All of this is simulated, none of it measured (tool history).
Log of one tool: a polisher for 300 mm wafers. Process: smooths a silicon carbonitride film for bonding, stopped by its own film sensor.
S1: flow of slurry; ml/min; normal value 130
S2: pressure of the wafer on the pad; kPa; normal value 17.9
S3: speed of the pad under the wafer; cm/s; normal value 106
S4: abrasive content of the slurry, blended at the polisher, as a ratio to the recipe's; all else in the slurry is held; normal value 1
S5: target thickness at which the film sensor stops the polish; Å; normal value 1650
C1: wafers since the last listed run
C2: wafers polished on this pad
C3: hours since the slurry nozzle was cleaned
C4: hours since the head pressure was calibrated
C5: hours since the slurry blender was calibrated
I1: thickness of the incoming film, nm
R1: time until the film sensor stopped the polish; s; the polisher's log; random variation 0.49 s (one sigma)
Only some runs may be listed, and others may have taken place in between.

run,hour,S1,S2,S3,S4,S5,C1,C2,C3,C4,C5,I1,R1
1,0,130,17.9,106,1,1650,0,318,339.7,790.8,123.1,186.9,59
2,32.3,130,17.9,106,1,1650,429,748,372,823.1,155.4,189.6,65.2
3,50.2,130,17.9,106,1,1650,238,986,389.9,841,173.3,189.3,65.1
4,74.2,130,17.9,106,1,1650,319,1305,413.9,865,197.3,191,70.9
# hour 88.9: worn pad replaced by a new one
5,102.6,130,17.9,106,1,1650,324,182,442.3,893.4,225.7,190.9,69.4
6,125.3,130,17.9,106,1,1650,301,484,465,916.1,248.4,193.2,77.2
7,140.3,130,17.9,106,1,1650,199,683,480,931.1,263.4,186.9,59.4
8,153.1,130,17.9,106,1,1650,170,854,492.8,943.9,276.2,188.6,65.5
9,186.4,130,17.9,106,1,1650,442,1297,526.1,977.2,309.5,191.9,75.5
# hour 190.2: slurry blender recalibrated
# hour 209.6: worn pad replaced by a new one
10,210.1,130,17.9,106,1,1650,235,7,549.8,1000.9,19.9,191.3,74.8
11,224.7,130,17.9,106,1,1650,194,201,564.4,1015.5,34.5,190.1,72.1
12,252.4,130,17.9,106,1,1650,368,569,592.1,1043.2,62.2,192.7,81.4
# hour 271.9: slurry nozzle cleaned
13,274.2,130,17.9,106,1,1650,276,846,2.3,1065,84,192.3,72.4
14,294.2,150,22.1,106,0.85,1650,265,1112,22.3,1085,104,192.1,63.8
# hour 304.5: worn pad replaced by a new one
15,323.3,130,23.4,88,1,1680,333,250,51.4,1114.1,133.1,189.3,49.6
# hour 330.5: head pressure recalibrated
16,369.5,130,17.9,144,0.9,1650,587,838,97.6,39,179.3,191,52.2
17,389.8,130,17.9,106,1.25,1590,269,1108,117.9,59.3,199.6,189.6,62.8
# hour 407.5: worn pad replaced by a new one
18,448.2,130,15.2,106,1,1650,723,541,176.3,117.7,258,188.6,66.8
19,461.5,130,17.9,140,1,1610,176,718,189.6,131,271.3,193.1,62.5
20,477.9,130,17.9,106,1,1650,218,936,206,147.4,287.7,190,61.2

4 options for the next run, each taken on its own from the tool as it stands now. Forecast them:
A,478.3,130,17.9,86,1,1650,5,941,206.4,147.8,288.1,188.4,?
B,478.3,165,17.9,106,1,1650,5,941,206.4,147.8,288.1,188.4,?
C,478.3,130,17.9,106,0.85,1650,5,941,206.4,147.8,288.1,188.4,?
D,478.3,100,17.9,84,1.25,1650,5,941,206.4,147.8,288.1,188.4,?

run,R1
A,68.7
B,55.3
C,65.9
D,65.8
Without the tool's hidden state the same runs would have given:
run,R1
A,63.4
B,51.2
C,60.8
D,60.4
